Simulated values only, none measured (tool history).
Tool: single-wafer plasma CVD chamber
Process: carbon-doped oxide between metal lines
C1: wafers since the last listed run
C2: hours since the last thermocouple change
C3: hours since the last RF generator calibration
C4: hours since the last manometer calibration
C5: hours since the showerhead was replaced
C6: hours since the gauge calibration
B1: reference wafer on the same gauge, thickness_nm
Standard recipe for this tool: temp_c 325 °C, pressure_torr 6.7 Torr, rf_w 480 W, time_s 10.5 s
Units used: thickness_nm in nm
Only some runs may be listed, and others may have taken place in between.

Run 1, hour 0: usual settings but pressure_torr 5.41 Torr; C1 0; C2 1005; C3 1043.7; C4 1949; C5 6037.4; C6 29.3; B1 65.087. Result: thickness_nm 56.51 nm.
Run 2, hour 13.3: usual settings; C1 282; C2 1018.3; C3 1057; C4 1962.3; C5 6050.7; C6 42.6; B1 65.089. Result: thickness_nm 57.411 nm.
Run 3, hour 19.6: usual settings but pressure_torr 7.79 Torr; C1 133; C2 1024.6; C3 1063.3; C4 1968.6; C5 6057; C6 48.9; B1 65.041. Result: thickness_nm 58.101 nm.
Run 4, hour 27.2: usual settings but pressure_torr 7.79 Torr; C1 161; C2 1032.2; C3 1070.9; C4 1976.2; C5 6064.6; C6 56.5; B1 65.083. Result: thickness_nm 57.877 nm.
Run 5, hour 39.8: usual settings but pressure_torr 7.79 Torr; C1 267; C2 1044.8; C3 1083.5; C4 1988.8; C5 6077.2; C6 69.1; B1 65.134. Result: thickness_nm 57.774 nm.
Run 6, hour 47.7: usual settings but time_s 12 s; C1 167; C2 1052.7; C3 1091.4; C4 1996.7; C5 6085.1; C6 77; B1 65.098. Result: thickness_nm 65.517 nm.
Run 7, hour 56.4: usual settings but time_s 12 s; C1 184; C2 1061.4; C3 1100.1; C4 2005.4; C5 6093.8; C6 85.7; B1 65.111. Result: thickness_nm 65.162 nm.
Run 8, hour 67.9: usual settings but time_s 12 s; C1 244; C2 1072.9; C3 1111.6; C4 2016.9; C5 6105.3; C6 97.2; B1 65.066. Result: thickness_nm 65.126 nm.
Run 9, hour 74.3: usual settings; C1 136; C2 1079.3; C3 1118; C4 2023.3; C5 6111.7; C6 103.6; B1 65.066. Result: thickness_nm 57.269 nm.
Run 10, hour 81.3: usual settings but pressure_torr 5.77 Torr; C1 148; C2 1086.3; C3 1125; C4 2030.3; C5 6118.7; C6 110.6; B1 65.127. Result: thickness_nm 56.539 nm.
At hour 91.5: capacitance manometer re-zeroed and calibrated.
At hour 97.1: showerhead replaced.
Run 11, hour 97.6: usual settings but temp_c 335 °C, rf_w 575 W, time_s 9.2 s; C1 57; C2 1102.6; C3 1141.3; C4 6.1; C5 0.5; C6 126.9; B1 65.074. Result: thickness_nm 53.33 nm.
At hour 106.3: thermocouple changed; heater temperature recalibrated.
Run 12, hour 111.8: usual settings but temp_c 312 °C, pressure_torr 7.46 Torr, rf_w 405 W, time_s 11.2 s; C1 131; C2 5.5; C3 1155.5; C4 20.3; C5 14.7; C6 141.1; B1 65.037. Result: thickness_nm 58.188 nm.
At hour 116.1: gauge calibrated.
Run 13, hour 118.7: usual settings but pressure_torr 6.09 Torr, rf_w 455 W; C1 146; C2 12.4; C3 1162.4; C4 27.2; C5 21.6; C6 2.6; B1 65.152. Result: thickness_nm 54.544 nm.
Run 14, hour 127.8: usual settings but temp_c 311 °C, rf_w 575 W, time_s 12.1 s; C1 193; C2 21.5; C3 1171.5; C4 36.3; C5 30.7; C6 11.7; B1 65.043. Result: thickness_nm 77.067 nm.
At hour 136.1: RF generator calibrated.
Run 15, hour 148.5: usual settings but rf_w 440 W; C1 269; C2 42.2; C3 12.4; C4 57; C5 51.4; C6 32.4; B1 65.13. Result: thickness_nm 57.497 nm.
Run 16, hour 163.5: usual settings; C1 318; C2 57.2; C3 27.4; C4 72; C5 66.4; C6 47.4; B1 65.124. Result: thickness_nm 60.279 nm.
Run 17, hour 171.4: usual settings but rf_w 425 W; C1 167; C2 65.1; C3 35.3; C4 79.9; C5 74.3; C6 55.3; B1 65.116. Result: thickness_nm 56.277 nm.
Run 18, hour 179.3: usual settings but pressure_torr 5.54 Torr; C1 167; C2 73; C3 43.2; C4 87.8; C5 82.2; C6 63.2; B1 65.089. Result: thickness_nm 59.312 nm.

How would selected steps in thickness_nm from run to run divide? Give the signed amount a tool lacking its hidden state would still show from settings, what came in and random variation, and the signed amount left for the hidden state, including any gauge scatter that is not in both of the compared results.
Hidden conditions of the tool in this case: wafer temperature above the value expected at the setpoint (K); delivered RF power above the setpoint (%); true pressure above the setpoint (%); gauge reads high (%).
Run 13 -> 14: temp_c 325 -> 311, pressure_torr 6.09 -> 6.7, rf_w 455 -> 575, time_s 10.5 -> 12.1. thickness_nm +22.523 nm: hidden state -0.813, all else +23.336.
Run 14 -> 15: temp_c 311 -> 325, rf_w 575 -> 440, time_s 12.1 -> 10.5, RF generator calibrated. thickness_nm -19.57 nm: hidden state +4.359, all else -23.929.
